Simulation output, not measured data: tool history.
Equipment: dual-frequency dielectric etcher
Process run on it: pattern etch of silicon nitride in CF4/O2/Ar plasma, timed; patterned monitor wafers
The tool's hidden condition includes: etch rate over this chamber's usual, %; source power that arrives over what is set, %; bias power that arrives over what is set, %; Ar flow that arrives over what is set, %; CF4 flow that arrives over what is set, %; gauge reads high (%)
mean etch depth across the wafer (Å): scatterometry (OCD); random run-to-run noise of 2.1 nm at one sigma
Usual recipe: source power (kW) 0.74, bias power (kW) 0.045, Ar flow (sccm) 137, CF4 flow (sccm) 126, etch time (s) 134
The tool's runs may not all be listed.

run     day  source power (kW)  bias power (kW)  Ar flow (sccm)  CF4 flow (sccm)  etch time (s)  wafers since the last listed run  hours since the last wet clean  hours since the last source power generator calibration  hours since the last bias power generator calibration  hours since the last Ar flow controller change  hours since the last CF4 flow controller change  hours since the last upper electrode change  hours since the gauge calibration  read-back reference wafer on the same gauge, depth_nm  mean etch depth across the wafer (Å)
  1       0               0.74            0.045             137              126            134                                 0                           257.6                                                   2498.7                                                  283.9                                           437.7                                           3499.8                                       4709.7                             2055.8                                                  252.4                                  2911
  2   1.704               0.74            0.045             137              126            134                               281                           298.5                                                   2539.6                                                  324.8                                           478.6                                           3540.7                                       4750.6                             2096.7                                                  252.8                                  2950
  3   3.908               0.74            0.045             137              126            134                               364                           351.4                                                   2592.5                                                  377.7                                           531.5                                           3593.6                                       4803.5                             2149.6                                                  252.8                                  2930
      5.367  -- source power generator calibrated
  4   6.317               0.74            0.045             137              126            134                               370                           409.2                                                     22.8                                                  435.5                                           589.3                                           3651.4                                       4861.3                             2207.4                                                    253                                  2920
      7.817  -- wet clean of the chamber
  5   7.888               0.74            0.045             150              126            158                                94                             1.7                                                     60.5                                                  473.2                                             627                                           3689.1                                         4899                             2245.1                                                  252.2                                  3421
  6  10.642               0.74            0.045             137              126            134                               455                            67.8                                                    126.6                                                  539.3                                           693.1                                           3755.2                                       4965.1                             2311.2                                                  252.5                                  2921
     11.183  -- gauge calibrated
  7  13.375                0.6            0.045             137              126            134                               451                           133.4                                                    192.2                                                  604.9                                           758.7                                           3820.8                                       5030.7                               52.6                                                  274.3                                  2678
  8      20               0.67            0.045             137              126            134                              1094                           292.4                                                    351.2                                                  763.9                                           917.7                                           3979.8                                       5189.7                              211.6                                                  270.4                                  2841
  9    22.5               0.87            0.045             137              126            134                               413                           352.4                                                    411.2                                                  823.9                                           977.7                                           4039.8                                       5249.7                              271.6                                                  269.6                                  3553
 10  23.979               0.74            0.045             165              144          118.5                               244                           387.9                                                    446.7                                                  859.4                                          1013.2                                           4075.3                                       5285.2                              307.1                                                    269                                  2759
     26.242  -- wet clean of the chamber
 11  26.312               0.67            0.045             137              126            134                               220                             1.7                                                    502.7                                                  915.4                                          1069.2                                           4131.3                                       5341.2                              363.1                                                  267.7                                  2843
     27.954  -- CF4 flow controller replaced
     29.442  -- upper electrode replaced
 12  29.462               0.74            0.045             137              126            134                               313                            77.3                                                    578.3                                                    991                                          1144.8                                             36.2                                          0.5                              438.7                                                  267.4                                  3073
 13  30.075               0.74             0.05             137              126            156                               101                              92                                                      593                                                 1005.7                                          1159.5                                             50.9                                         15.2                              453.4                                                  266.8                                  3692
 14  31.508               0.74            0.045             137              126            134                               236                           126.4                                                    627.4                                                 1040.1                                          1193.9                                             85.3                                         49.6                              487.8                                                  265.9                                  3053
 15  34.154               0.74            0.045             124              126            134                               437                           189.9                                                    690.9                                                 1103.6                                          1257.4                                            148.8                                        113.1                              551.3                                                  265.1                                  3103
 16  39.746               0.74            0.045             137              104            134                               923                           324.1                                                    825.1                                                 1237.8                                          1391.6                                              283                                        247.3                              685.5                                                  263.8                                  2929
 17  41.308                0.6            0.045             146              152            104                               258                           361.6                                                    862.6                                                 1275.3                                          1429.1                                            320.5                                        284.8                                723                                                  264.1                                  2047
 18  43.546                0.8            0.037             137              126          171.5                               369                           415.3                                                    916.3                                                   1329                                          1482.8                                            374.2                                        338.5                              776.7                                                  262.8                                  3989
     46.446  -- wet clean of the chamber
 19  46.467               0.81            0.045             137              126            117                               317                             0.5                                                    986.4                                                 1399.1                                          1552.9                                            444.3                                        408.6                              846.8                                                  262.5                                  2830
     47.646  -- Ar flow controller replaced
 20  48.462               0.58             0.05             109              147            134                               288                            48.4                                                   1034.3                                                   1447                                            19.6                                            492.2                                        456.5                              894.7                                                  261.7                                  2726
 21  51.058               0.74            0.039             137              126          123.5                               428                           110.7                                                   1096.6                                                 1509.3                                            81.9                                            554.5                                        518.8                                957                                                  261.4                                  2714

Hidden condition of the tool, last listed run before each entry between runs versus first listed run after:
In the gap between runs 3 and 4: source power generator calibrated (day 5.367)
  gauge reads high (%): -7.06 -> -7.1
  measured less the result without the state, mean etch depth across the wafer (Å): -223 -> -223
In the gap between runs 4 and 5: wet clean of the chamber (day 7.817)
  gauge reads high (%): -7.1 -> -7.12
  measured less the result without the state, mean etch depth across the wafer (Å): -223 -> -263
In the gap between runs 6 and 7: gauge calibrated (day 11.183)
  gauge reads high (%): -7.16 -> 0.515
  measured less the result without the state, mean etch depth across the wafer (Å): -225 -> +14
In the gap between runs 10 and 11: wet clean of the chamber (day 26.242)
  gauge reads high (%): -1.24 -> -1.56
  measured less the result without the state, mean etch depth across the wafer (Å): -35 -> -45
In the gap between runs 11 and 12: CF4 flow controller replaced (day 27.954); upper electrode replaced (day 29.442)
  gauge reads high (%): -1.56 -> -1.96
  measured less the result without the state, mean etch depth across the wafer (Å): -45 -> -62
In the gap between runs 18 and 19: wet clean of the chamber (day 46.446)
  gauge reads high (%): -3.36 -> -3.58
  measured less the result without the state, mean etch depth across the wafer (Å): -138 -> -105
In the gap between runs 19 and 20: Ar flow controller replaced (day 47.646)
  gauge reads high (%): -3.58 -> -3.73
  measured less the result without the state, mean etch depth across the wafer (Å): -105 -> -106
